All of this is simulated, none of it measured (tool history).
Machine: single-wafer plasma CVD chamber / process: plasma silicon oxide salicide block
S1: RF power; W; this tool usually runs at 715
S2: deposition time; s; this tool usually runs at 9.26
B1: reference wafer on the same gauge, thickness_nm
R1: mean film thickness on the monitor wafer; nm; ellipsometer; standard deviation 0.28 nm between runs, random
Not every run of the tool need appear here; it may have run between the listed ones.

run    hour   S1     S2      B1       R1
  1     0.0  715   9.26  91.170   99.900
  2    37.9  715   9.26  91.024   99.953
  3   138.8  715   9.26  91.139   99.029
  4   217.2  605  10.58  91.104  105.320
  5   268.8  715   9.26  91.076   98.624
  6   350.8  715  10.12  91.108  107.613
      453.4  -- RF generator calibrated
  7   477.1  715   9.26  91.177   99.671
  8   561.0  715   9.26  91.137   99.150
  9   602.9  715   9.26  91.054   99.605
 10   764.8  715   9.26  91.113   99.902
 11   851.3  715   8.85  91.014   94.573
 12   897.9  715   8.85  90.971   95.042
 13   970.1  715   8.07  91.006   86.103
 14  1077.8  715   8.07  91.102   86.060
 15  1184.6  715   9.26  91.044   98.438
 16  1285.0  715   9.26  91.117   98.135
     1390.7  -- RF generator calibrated
 17  1604.2  715   9.26  91.078   96.159
 18  1711.8  715   9.26  91.028   96.463
 19  1792.6  715   9.26  91.112   96.185
 20  1858.4  715   9.26  91.020   96.027
 21  1966.0  715   8.51  91.096   88.151
 22  2068.1  580   7.41  91.205   69.773
     2083.1  -- gauge calibrated
     2159.4  -- RF generator calibrated, repeated, since the last time left the tool worse
 23  2159.9  855  10.21  91.174  117.731
     2213.4  -- showerhead replaced
 24  2235.0  715   9.26  91.148   99.268
 25  2274.1  820  10.57  91.226  119.646
 26  2362.3  765  10.64  91.212  117.412
 27  2412.4  665  10.21  91.174  106.553
 28  2485.7  715   9.26  91.042   99.461
 29  2530.3  650  10.85  91.075  111.357
 30  2580.7  715   8.63  91.162   92.192
 31  2641.3  835   9.78  91.090  110.654
 32  2715.4  635   8.69  91.181   88.814
 33  2921.8  585  10.68  91.078  103.972
 34  3016.9  715   9.26  90.975   97.783
 35  3053.3  670   7.62  91.131   78.159
 36  3133.4  715   9.26  91.159   97.128
     3169.4  -- RF generator calibrated
 37  3229.0  715   9.26  91.106   99.943
 38  3285.8  715   9.26  91.168   99.723
 39  3349.1  715   9.26  91.154   99.723
 40  3420.1  820   9.26  91.045  105.142
 41  3522.2  715   9.26  91.024   99.743
 42  3590.2  715   9.26  91.124   99.302

Branching from run 42: 3 alternative next runs. What would each branch give?
  A  3590.6  715  9.26   ?   ?
  B  3590.6  855  9.26   ?   ?
  C  3590.6  785  9.98   ?   ?

run      B1       R1
  A  91.148   99.617
  B  91.148  106.959
  C  91.148  111.483
What these runs would have given with no unlogged condition in the tool:
run       R1
  A  100.096
  B  107.473
  C  112.018
